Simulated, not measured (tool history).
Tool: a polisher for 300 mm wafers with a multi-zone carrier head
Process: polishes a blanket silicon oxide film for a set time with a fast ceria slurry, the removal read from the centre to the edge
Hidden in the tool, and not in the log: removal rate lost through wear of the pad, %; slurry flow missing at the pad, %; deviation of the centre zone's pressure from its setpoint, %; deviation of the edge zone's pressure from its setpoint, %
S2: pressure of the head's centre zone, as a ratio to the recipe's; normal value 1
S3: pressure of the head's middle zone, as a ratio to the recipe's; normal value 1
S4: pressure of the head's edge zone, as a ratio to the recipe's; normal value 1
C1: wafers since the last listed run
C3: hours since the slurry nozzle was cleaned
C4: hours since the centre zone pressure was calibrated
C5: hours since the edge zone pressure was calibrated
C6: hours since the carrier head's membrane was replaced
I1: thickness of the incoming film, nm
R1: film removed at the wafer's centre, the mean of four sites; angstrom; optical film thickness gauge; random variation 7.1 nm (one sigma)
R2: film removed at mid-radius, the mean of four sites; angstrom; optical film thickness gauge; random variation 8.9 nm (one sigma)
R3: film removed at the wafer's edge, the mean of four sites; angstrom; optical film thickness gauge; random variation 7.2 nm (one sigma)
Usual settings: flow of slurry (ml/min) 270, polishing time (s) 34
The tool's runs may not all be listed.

{"run": 1, "hour": 0.0, "flow of slurry (ml/min)": 270, "S2": 1, "S3": 0.93, "S4": 1, "polishing time (s)": 34, "C1": 0, "wafers polished on this pad": 187, "C3": 527.1, "C4": 304.1, "C5": 436.6, "C6": 1635.7, "I1": 1591.9, "R1": 6061, "R2": 6000, "R3": 6263}
{"hour": 71.8, "done": "slurry nozzle cleaned"}
{"run": 2, "hour": 93.5, "flow of slurry (ml/min)": 270, "S2": 1, "S3": 0.93, "S4": 1, "polishing time (s)": 34, "C1": 1096, "wafers polished on this pad": 1283, "C3": 21.7, "C4": 397.6, "C5": 530.1, "C6": 1729.2, "I1": 1636.1, "R1": 5796, "R2": 5673, "R3": 6038}
{"run": 3, "hour": 133.3, "flow of slurry (ml/min)": 225, "S2": 1.03, "S3": 0.94, "S4": 1, "polishing time (s)": 34, "C1": 471, "wafers polished on this pad": 1755, "C3": 61.5, "C4": 437.4, "C5": 569.9, "C6": 1769, "I1": 1631.3, "R1": 5818, "R2": 5579, "R3": 5977}
{"run": 4, "hour": 171.3, "flow of slurry (ml/min)": 325, "S2": 1, "S3": 1, "S4": 1, "polishing time (s)": 30, "C1": 450, "wafers polished on this pad": 2205, "C3": 99.5, "C4": 475.4, "C5": 607.9, "C6": 1807, "I1": 1594.4, "R1": 5287, "R2": 5466, "R3": 5363}
{"hour": 205.7, "done": "carrier head's membrane replaced by a new one"}
{"hour": 248.1, "done": "edge zone pressure recalibrated"}
{"run": 5, "hour": 262.6, "flow of slurry (ml/min)": 360, "S2": 1.1, "S3": 1, "S4": 0.95, "polishing time (s)": 38, "C1": 998, "wafers polished on this pad": 3204, "C3": 190.8, "C4": 566.7, "C5": 14.5, "C6": 56.9, "I1": 1617.8, "R1": 7243, "R2": 6795, "R3": 6603}
{"run": 6, "hour": 331.6, "flow of slurry (ml/min)": 270, "S2": 1.04, "S3": 1.09, "S4": 0.9, "polishing time (s)": 30, "C1": 817, "wafers polished on this pad": 4021, "C3": 259.8, "C4": 635.7, "C5": 83.5, "C6": 125.9, "I1": 1638.1, "R1": 5153, "R2": 5600, "R3": 5048}
{"run": 7, "hour": 413.3, "flow of slurry (ml/min)": 270, "S2": 0.92, "S3": 1, "S4": 0.88, "polishing time (s)": 34, "C1": 968, "wafers polished on this pad": 4989, "C3": 341.5, "C4": 717.4, "C5": 165.2, "C6": 207.6, "I1": 1611.2, "R1": 5342, "R2": 5866, "R3": 5726}
{"hour": 438.1, "done": "centre zone pressure recalibrated"}
{"run": 8, "hour": 449.6, "flow of slurry (ml/min)": 270, "S2": 1, "S3": 1.05, "S4": 0.94, "polishing time (s)": 27, "C1": 406, "wafers polished on this pad": 5396, "C3": 377.8, "C4": 11.5, "C5": 201.5, "C6": 243.9, "I1": 1631.4, "R1": 4531, "R2": 4761, "R3": 4589}
{"run": 9, "hour": 543.3, "flow of slurry (ml/min)": 270, "S2": 1, "S3": 1, "S4": 1, "polishing time (s)": 34, "C1": 1110, "wafers polished on this pad": 6506, "C3": 471.5, "C4": 105.2, "C5": 295.2, "C6": 337.6, "I1": 1639.8, "R1": 5624, "R2": 5779, "R3": 5925}
{"run": 10, "hour": 637.2, "flow of slurry (ml/min)": 270, "S2": 1, "S3": 1, "S4": 1.09, "polishing time (s)": 34, "C1": 1112, "wafers polished on this pad": 7619, "C3": 565.4, "C4": 199.1, "C5": 389.1, "C6": 431.5, "I1": 1604.9, "R1": 5575, "R2": 5952, "R3": 6025}
{"hour": 738.0, "done": "worn pad replaced by a new one"}
{"run": 11, "hour": 739.0, "flow of slurry (ml/min)": 270, "S2": 1, "S3": 1, "S4": 1.11, "polishing time (s)": 34, "C1": 1158, "wafers polished on this pad": 11, "C3": 667.2, "C4": 300.9, "C5": 490.9, "C6": 533.3, "I1": 1600.1, "R1": 6011, "R2": 6080, "R3": 6475}
{"hour": 805.7, "done": "slurry nozzle cleaned"}
{"run": 12, "hour": 823.8, "flow of slurry (ml/min)": 270, "S2": 1, "S3": 1, "S4": 1, "polishing time (s)": 34, "C1": 992, "wafers polished on this pad": 1004, "C3": 18.1, "C4": 385.7, "C5": 575.7, "C6": 618.1, "I1": 1634.5, "R1": 5703, "R2": 6076, "R3": 6105}
{"hour": 892.4, "done": "edge zone pressure recalibrated"}
{"run": 13, "hour": 910.5, "flow of slurry (ml/min)": 200, "S2": 1, "S3": 1, "S4": 0.96, "polishing time (s)": 34, "C1": 1003, "wafers polished on this pad": 2008, "C3": 104.8, "C4": 472.4, "C5": 18.1, "C6": 704.8, "I1": 1650.9, "R1": 5550, "R2": 5677, "R3": 5771}
{"hour": 1005.7, "done": "centre zone pressure recalibrated"}
{"run": 14, "hour": 1006.2, "flow of slurry (ml/min)": 360, "S2": 1.09, "S3": 1, "S4": 0.96, "polishing time (s)": 31, "C1": 1110, "wafers polished on this pad": 3118, "C3": 200.5, "C4": 0.5, "C5": 113.8, "C6": 800.5, "I1": 1605.6, "R1": 5744, "R2": 5408, "R3": 5460}
{"run": 15, "hour": 1088.1, "flow of slurry (ml/min)": 345, "S2": 0.89, "S3": 1, "S4": 0.97, "polishing time (s)": 34, "C1": 970, "wafers polished on this pad": 4089, "C3": 282.4, "C4": 82.4, "C5": 195.7, "C6": 882.4, "I1": 1601.9, "R1": 5295, "R2": 5947, "R3": 5780}
{"run": 16, "hour": 1144.0, "flow of slurry (ml/min)": 195, "S2": 1, "S3": 1, "S4": 1, "polishing time (s)": 34, "C1": 662, "wafers polished on this pad": 4751, "C3": 338.3, "C4": 138.3, "C5": 251.6, "C6": 938.3, "I1": 1623, "R1": 5219, "R2": 5530, "R3": 5594}
{"run": 17, "hour": 1219.4, "flow of slurry (ml/min)": 225, "S2": 0.93, "S3": 1.04, "S4": 1.09, "polishing time (s)": 34, "C1": 893, "wafers polished on this pad": 5644, "C3": 413.7, "C4": 213.7, "C5": 327, "C6": 1013.7, "I1": 1635.6, "R1": 5047, "R2": 5767, "R3": 5917}
{"run": 18, "hour": 1321.3, "flow of slurry (ml/min)": 270, "S2": 1, "S3": 1, "S4": 1, "polishing time (s)": 34, "C1": 1207, "wafers polished on this pad": 6852, "C3": 515.6, "C4": 315.6, "C5": 428.9, "C6": 1115.6, "I1": 1621.1, "R1": 5645, "R2": 5573, "R3": 5845}
{"hour": 1325.9, "done": "worn pad replaced by a new one"}
{"run": 19, "hour": 1404.1, "flow of slurry (ml/min)": 205, "S2": 1.11, "S3": 1, "S4": 0.96, "polishing time (s)": 34, "C1": 933, "wafers polished on this pad": 926, "C3": 598.4, "C4": 398.4, "C5": 511.7, "C6": 1198.4, "I1": 1602.2, "R1": 6214, "R2": 5801, "R3": 5878}
{"hour": 1430.1, "done": "slurry nozzle cleaned"}
{"run": 20, "hour": 1465.4, "flow of slurry (ml/min)": 270, "S2": 0.88, "S3": 1.04, "S4": 1, "polishing time (s)": 34, "C1": 714, "wafers polished on this pad": 1640, "C3": 35.3, "C4": 459.7, "C5": 573, "C6": 1259.7, "I1": 1623.9, "R1": 5225, "R2": 6098, "R3": 6086}
{"run": 21, "hour": 1566.7, "flow of slurry (ml/min)": 270, "S2": 1, "S3": 1.07, "S4": 1, "polishing time (s)": 34, "C1": 1200, "wafers polished on this pad": 2840, "C3": 136.6, "C4": 561, "C5": 674.3, "C6": 1361, "I1": 1640.9, "R1": 5712, "R2": 6363, "R3": 5978}
{"hour": 1645.8, "done": "edge zone pressure recalibrated"}
{"hour": 1657.7, "done": "centre zone pressure recalibrated"}
{"run": 22, "hour": 1671.2, "flow of slurry (ml/min)": 270, "S2": 1, "S3": 0.95, "S4": 1, "polishing time (s)": 27, "C1": 1190, "wafers polished on this pad": 4031, "C3": 241.1, "C4": 13.5, "C5": 25.4, "C6": 1465.5, "I1": 1609.1, "R1": 4545, "R2": 4459, "R3": 4663}
{"run": 23, "hour": 1721.2, "flow of slurry (ml/min)": 270, "S2": 1, "S3": 1, "S4": 0.93, "polishing time (s)": 34, "C1": 592, "wafers polished on this pad": 4624, "C3": 291.1, "C4": 63.5, "C5": 75.4, "C6": 1515.5, "I1": 1610.6, "R1": 5766, "R2": 5890, "R3": 5778}

Below are 3 alternative next runs, each starting from the tool's condition after run 23. Predict each:
{"run": "A", "hour": 1721.6, "flow of slurry (ml/min)": 270, "S2": 1, "S3": 1, "S4": 0.91, "polishing time (s)": 34, "C1": 4, "wafers polished on this pad": 4628, "C3": 291.5, "C4": 63.9, "C5": 75.8, "C6": 1515.9, "I1": 1619.4, "R1": "?", "R2": "?", "R3": "?"}
{"run": "B", "hour": 1721.6, "flow of slurry (ml/min)": 270, "S2": 1, "S3": 0.96, "S4": 1, "polishing time (s)": 34, "C1": 4, "wafers polished on this pad": 4628, "C3": 291.5, "C4": 63.9, "C5": 75.8, "C6": 1515.9, "I1": 1619.4, "R1": "?", "R2": "?", "R3": "?"}
{"run": "C", "hour": 1721.6, "flow of slurry (ml/min)": 270, "S2": 1.11, "S3": 1, "S4": 1, "polishing time (s)": 34, "C1": 4, "wafers polished on this pad": 4628, "C3": 291.5, "C4": 63.9, "C5": 75.8, "C6": 1515.9, "I1": 1619.4, "R1": "?", "R2": "?", "R3": "?"}

run=A R1=5809 R2=5865 R3=5819
run=B R1=5808 R2=5666 R3=5994
run=C R1=6334 R2=5861 R3=5991
What these runs would have given with no unlogged condition in the tool:
run=A R1=6220 R2=6279 R3=6230
run=B R1=6218 R2=6066 R3=6417
run=C R1=6781 R2=6275 R3=6414
